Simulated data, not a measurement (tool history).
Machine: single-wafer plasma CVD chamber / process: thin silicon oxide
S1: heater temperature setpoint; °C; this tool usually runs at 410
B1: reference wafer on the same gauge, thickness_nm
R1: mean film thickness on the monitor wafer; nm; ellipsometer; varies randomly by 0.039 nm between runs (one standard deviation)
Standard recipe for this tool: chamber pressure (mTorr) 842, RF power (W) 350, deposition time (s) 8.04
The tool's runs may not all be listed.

run 1 hour=0 | S1=410 chamber_pressure_(mTorr)=842 RF_power_(W)=405 deposition_time_(s)=8.04 | B1=17.091 | R1=15.828
run 2 hour=50.8 | S1=410 chamber_pressure_(mTorr)=842 RF_power_(W)=350 deposition_time_(s)=8.04 | B1=17.11 | R1=15.476
run 3 hour=94.5 | S1=410 chamber_pressure_(mTorr)=842 RF_power_(W)=350 deposition_time_(s)=8.04 | B1=17.102 | R1=15.404
run 4 hour=134.1 | S1=410 chamber_pressure_(mTorr)=842 RF_power_(W)=350 deposition_time_(s)=8.04 | B1=17.107 | R1=15.429
run 5 hour=189.7 | S1=410 chamber_pressure_(mTorr)=842 RF_power_(W)=350 deposition_time_(s)=8.04 | B1=17.117 | R1=15.449
run 6 hour=258.8 | S1=410 chamber_pressure_(mTorr)=842 RF_power_(W)=350 deposition_time_(s)=8.04 | B1=17.083 | R1=15.439
run 7 hour=316.9 | S1=410 chamber_pressure_(mTorr)=842 RF_power_(W)=350 deposition_time_(s)=8.04 | B1=17.088 | R1=15.46
run 8 hour=361.9 | S1=410 chamber_pressure_(mTorr)=842 RF_power_(W)=350 deposition_time_(s)=8.04 | B1=17.086 | R1=15.525
run 9 hour=431.7 | S1=410 chamber_pressure_(mTorr)=842 RF_power_(W)=350 deposition_time_(s)=8.04 | B1=17.097 | R1=15.535
run 10 hour=459.1 | S1=410 chamber_pressure_(mTorr)=842 RF_power_(W)=350 deposition_time_(s)=8.04 | B1=17.094 | R1=15.664
run 11 hour=500.5 | S1=405 chamber_pressure_(mTorr)=842 RF_power_(W)=350 deposition_time_(s)=8.04 | B1=17.092 | R1=15.695
run 12 hour=527.5 | S1=410 chamber_pressure_(mTorr)=842 RF_power_(W)=350 deposition_time_(s)=8.04 | B1=17.101 | R1=15.658
run 13 hour=555.6 | S1=410 chamber_pressure_(mTorr)=842 RF_power_(W)=350 deposition_time_(s)=8.04 | B1=17.107 | R1=15.664
run 14 hour=586.4 | S1=422 chamber_pressure_(mTorr)=842 RF_power_(W)=350 deposition_time_(s)=9.34 | B1=17.087 | R1=17.882
run 15 hour=616.3 | S1=422 chamber_pressure_(mTorr)=842 RF_power_(W)=350 deposition_time_(s)=8.04 | B1=17.102 | R1=15.434
run 16 hour=773.5 | S1=401 chamber_pressure_(mTorr)=724 RF_power_(W)=325 deposition_time_(s)=6.91 | B1=17.11 | R1=12.265
run 17 hour=823.9 | S1=425 chamber_pressure_(mTorr)=842 RF_power_(W)=350 deposition_time_(s)=7.4 | B1=17.112 | R1=14.152
run 18 hour=856.8 | S1=410 chamber_pressure_(mTorr)=842 RF_power_(W)=350 deposition_time_(s)=8.04 | B1=17.107 | R1=15.247
run 19 hour=876.5 | S1=410 chamber_pressure_(mTorr)=842 RF_power_(W)=350 deposition_time_(s)=8.04 | B1=17.116 | R1=15.216
run 20 hour=901.6 | S1=410 chamber_pressure_(mTorr)=842 RF_power_(W)=350 deposition_time_(s)=8.04 | B1=17.082 | R1=15.217
run 21 hour=935 | S1=416 chamber_pressure_(mTorr)=842 RF_power_(W)=290 deposition_time_(s)=8.04 | B1=17.092 | R1=14.771
run 22 hour=959.7 | S1=410 chamber_pressure_(mTorr)=1009 RF_power_(W)=350 deposition_time_(s)=9.1 | B1=17.114 | R1=18.916
run 23 hour=1122.3 | S1=415 chamber_pressure_(mTorr)=764 RF_power_(W)=420 deposition_time_(s)=9.45 | B1=17.093 | R1=17.487
run 24 hour=1170.4 | S1=410 chamber_pressure_(mTorr)=842 RF_power_(W)=350 deposition_time_(s)=8.04 | B1=17.106 | R1=15.239
run 25 hour=1231.2 | S1=400 chamber_pressure_(mTorr)=695 RF_power_(W)=350 deposition_time_(s)=9.62 | B1=17.112 | R1=16.616
run 26 hour=1264 | S1=410 chamber_pressure_(mTorr)=842 RF_power_(W)=350 deposition_time_(s)=8.04 | B1=17.102 | R1=15.438

Removed from this log: 5 entries logged between the listed runs. Between which two listed runs does each belong, and how does the tool's hidden state at the listed run before it compare with that at the listed run after it?
In the gap between runs 12 and 13: gauge calibrated (hour 536.1)
  true pressure above the setpoint (%): 2.6 -> 2.71
  measured value less the no-hidden-state value, R1: +0.376 -> +0.392 nm
In the gap between runs 13 and 14: showerhead replaced, of another model than before (hour 585.9)
  true pressure above the setpoint (%): 2.71 -> 2.83
  measured value less the no-hidden-state value, R1: +0.392 -> +0.251 nm
In the gap between runs 15 and 16: RF generator calibrated (hour 663.9); thermocouple changed; heater temperature recalibrated (hour 747.8)
  true pressure above the setpoint (%): 2.95 -> 3.57
  measured value less the no-hidden-state value, R1: +0.225 -> +0.243 nm
In the gap between runs 17 and 18: capacitance manometer re-zeroed and calibrated (hour 856.3)
  true pressure above the setpoint (%): 3.77 -> -0.759
  measured value less the no-hidden-state value, R1: +0.263 -> -0.059 nm

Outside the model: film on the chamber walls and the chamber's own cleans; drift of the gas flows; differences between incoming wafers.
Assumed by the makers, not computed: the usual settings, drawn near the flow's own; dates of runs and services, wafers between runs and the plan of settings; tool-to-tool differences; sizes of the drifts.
